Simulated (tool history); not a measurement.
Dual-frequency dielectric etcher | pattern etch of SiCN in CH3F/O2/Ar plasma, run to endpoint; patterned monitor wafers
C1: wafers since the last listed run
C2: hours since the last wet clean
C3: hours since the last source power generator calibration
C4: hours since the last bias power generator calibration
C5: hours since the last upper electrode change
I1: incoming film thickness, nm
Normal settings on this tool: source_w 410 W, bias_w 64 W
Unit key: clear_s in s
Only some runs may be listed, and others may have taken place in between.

{"run": 1, "day": 0.0, "source_w": 410, "bias_w": 64, "C1": 0, "C2": 139.3, "C3": 4776.7, "C4": 3009.2, "C5": 2597.8, "I1": 5.93, "clear_s": 15.3}
{"run": 2, "day": 1.017, "source_w": 410, "bias_w": 64, "C1": 387, "C2": 163.7, "C3": 4801.1, "C4": 3033.6, "C5": 2622.2, "I1": 5.9, "clear_s": 15.3}
{"run": 3, "day": 1.967, "source_w": 410, "bias_w": 64, "C1": 361, "C2": 186.5, "C3": 4823.9, "C4": 3056.4, "C5": 2645.0, "I1": 5.9, "clear_s": 15.2}
{"run": 4, "day": 3.217, "source_w": 460, "bias_w": 64, "C1": 475, "C2": 216.5, "C3": 4853.9, "C4": 3086.4, "C5": 2675.0, "I1": 5.91, "clear_s": 14.5}
{"run": 5, "day": 3.929, "source_w": 460, "bias_w": 64, "C1": 271, "C2": 233.6, "C3": 4871.0, "C4": 3103.5, "C5": 2692.1, "I1": 5.91, "clear_s": 14.5}
{"run": 6, "day": 4.975, "source_w": 460, "bias_w": 64, "C1": 398, "C2": 258.7, "C3": 4896.1, "C4": 3128.6, "C5": 2717.2, "I1": 5.9, "clear_s": 14.4}
{"run": 7, "day": 5.829, "source_w": 410, "bias_w": 64, "C1": 325, "C2": 279.2, "C3": 4916.6, "C4": 3149.1, "C5": 2737.7, "I1": 5.9, "clear_s": 15.4}
{"run": 8, "day": 7.25, "source_w": 430, "bias_w": 75, "C1": 540, "C2": 313.3, "C3": 4950.7, "C4": 3183.2, "C5": 2771.8, "I1": 5.9, "clear_s": 14.4}
{"day": 8.867, "done": "source power generator calibrated"}
{"day": 8.983, "done": "wet clean of the chamber"}
{"run": 9, "day": 9.004, "source_w": 410, "bias_w": 64, "C1": 559, "C2": 0.5, "C3": 3.3, "C4": 3225.3, "C5": 2813.9, "I1": 5.87, "clear_s": 15.2}
{"day": 10.058, "done": "upper electrode replaced"}
{"run": 10, "day": 10.079, "source_w": 410, "bias_w": 64, "C1": 28, "C2": 26.3, "C3": 29.1, "C4": 3251.1, "C5": 0.5, "I1": 5.93, "clear_s": 15.3}
{"run": 11, "day": 10.454, "source_w": 410, "bias_w": 64, "C1": 142, "C2": 35.3, "C3": 38.1, "C4": 3260.1, "C5": 9.5, "I1": 5.89, "clear_s": 15.2}
{"run": 12, "day": 11.95, "source_w": 410, "bias_w": 64, "C1": 569, "C2": 71.2, "C3": 74.0, "C4": 3296.0, "C5": 45.4, "I1": 5.9, "clear_s": 15.2}
{"run": 13, "day": 12.967, "source_w": 440, "bias_w": 73, "C1": 387, "C2": 95.6, "C3": 98.4, "C4": 3320.4, "C5": 69.8, "I1": 5.9, "clear_s": 14.2}
{"run": 14, "day": 13.992, "source_w": 410, "bias_w": 64, "C1": 390, "C2": 120.2, "C3": 123.0, "C4": 3345.0, "C5": 94.4, "I1": 5.82, "clear_s": 15.0}
{"run": 15, "day": 15.142, "source_w": 410, "bias_w": 53, "C1": 437, "C2": 147.8, "C3": 150.6, "C4": 3372.6, "C5": 122.0, "I1": 5.89, "clear_s": 15.8}
{"run": 16, "day": 15.938, "source_w": 370, "bias_w": 74, "C1": 302, "C2": 166.9, "C3": 169.7, "C4": 3391.7, "C5": 141.1, "I1": 5.92, "clear_s": 15.6}
{"day": 16.608, "done": "bias power generator calibrated"}
{"run": 17, "day": 16.629, "source_w": 500, "bias_w": 53, "C1": 199, "C2": 183.5, "C3": 186.3, "C4": 0.5, "C5": 157.7, "I1": 5.88, "clear_s": 14.3}
{"run": 18, "day": 17.658, "source_w": 410, "bias_w": 60, "C1": 391, "C2": 208.2, "C3": 211.0, "C4": 25.2, "C5": 182.4, "I1": 5.88, "clear_s": 15.5}
{"run": 19, "day": 18.833, "source_w": 370, "bias_w": 64, "C1": 447, "C2": 236.4, "C3": 239.2, "C4": 53.4, "C5": 210.6, "I1": 5.94, "clear_s": 16.4}
{"run": 20, "day": 20.138, "source_w": 410, "bias_w": 64, "C1": 496, "C2": 267.7, "C3": 270.5, "C4": 84.7, "C5": 241.9, "I1": 5.88, "clear_s": 15.4}
{"run": 21, "day": 20.704, "source_w": 360, "bias_w": 68, "C1": 215, "C2": 281.3, "C3": 284.1, "C4": 98.3, "C5": 255.5, "I1": 5.93, "clear_s": 16.3}
{"day": 22.567, "done": "wet clean of the chamber"}
{"run": 22, "day": 22.588, "source_w": 440, "bias_w": 80, "C1": 336, "C2": 0.5, "C3": 329.3, "C4": 143.5, "C5": 300.7, "I1": 5.86, "clear_s": 13.7}
{"run": 23, "day": 22.6, "source_w": 490, "bias_w": 71, "C1": 4, "C2": 0.8, "C3": 329.6, "C4": 143.8, "C5": 301.0, "I1": 5.84, "clear_s": 13.4}
{"run": 24, "day": 23.275, "source_w": 410, "bias_w": 64, "C1": 256, "C2": 17.0, "C3": 345.8, "C4": 160.0, "C5": 317.2, "I1": 5.9, "clear_s": 15.2}
{"run": 25, "day": 24.542, "source_w": 410, "bias_w": 51, "C1": 482, "C2": 47.4, "C3": 376.2, "C4": 190.4, "C5": 347.6, "I1": 5.91, "clear_s": 16.1}
{"run": 26, "day": 25.742, "source_w": 410, "bias_w": 64, "C1": 456, "C2": 76.2, "C3": 405.0, "C4": 219.2, "C5": 376.4, "I1": 5.85, "clear_s": 15.1}
{"run": 27, "day": 27.042, "source_w": 330, "bias_w": 69, "C1": 494, "C2": 107.4, "C3": 436.2, "C4": 250.4, "C5": 407.6, "I1": 5.93, "clear_s": 17.0}
{"run": 28, "day": 27.621, "source_w": 380, "bias_w": 80, "C1": 220, "C2": 121.3, "C3": 450.1, "C4": 264.3, "C5": 421.5, "I1": 5.87, "clear_s": 14.9}
{"run": 29, "day": 28.529, "source_w": 440, "bias_w": 75, "C1": 345, "C2": 143.1, "C3": 471.9, "C4": 286.1, "C5": 443.3, "I1": 5.89, "clear_s": 14.3}

What if the next run were any one of these 4? Each begins from the tool's condition after run 29:
{"run": "A", "day": 28.546, "source_w": 410, "bias_w": 64, "C1": 6, "C2": 143.5, "C3": 472.3, "C4": 286.5, "C5": 443.7, "I1": 5.87, "clear_s": "?"}
{"run": "B", "day": 28.546, "source_w": 450, "bias_w": 78, "C1": 6, "C2": 143.5, "C3": 472.3, "C4": 286.5, "C5": 443.7, "I1": 5.87, "clear_s": "?"}
{"run": "C", "day": 28.546, "source_w": 410, "bias_w": 71, "C1": 6, "C2": 143.5, "C3": 472.3, "C4": 286.5, "C5": 443.7, "I1": 5.87, "clear_s": "?"}
{"run": "D", "day": 28.546, "source_w": 380, "bias_w": 53, "C1": 6, "C2": 143.5, "C3": 472.3, "C4": 286.5, "C5": 443.7, "I1": 5.87, "clear_s": "?"}

run=A clear_s=15.3
run=B clear_s=13.9
run=C clear_s=14.9
run=D clear_s=16.6
The same runs, with their run-to-run variation unchanged, on a tool lacking any hidden condition would have given:
run=A clear_s=15.1
run=B clear_s=13.7
run=C clear_s=14.8
run=D clear_s=16.4
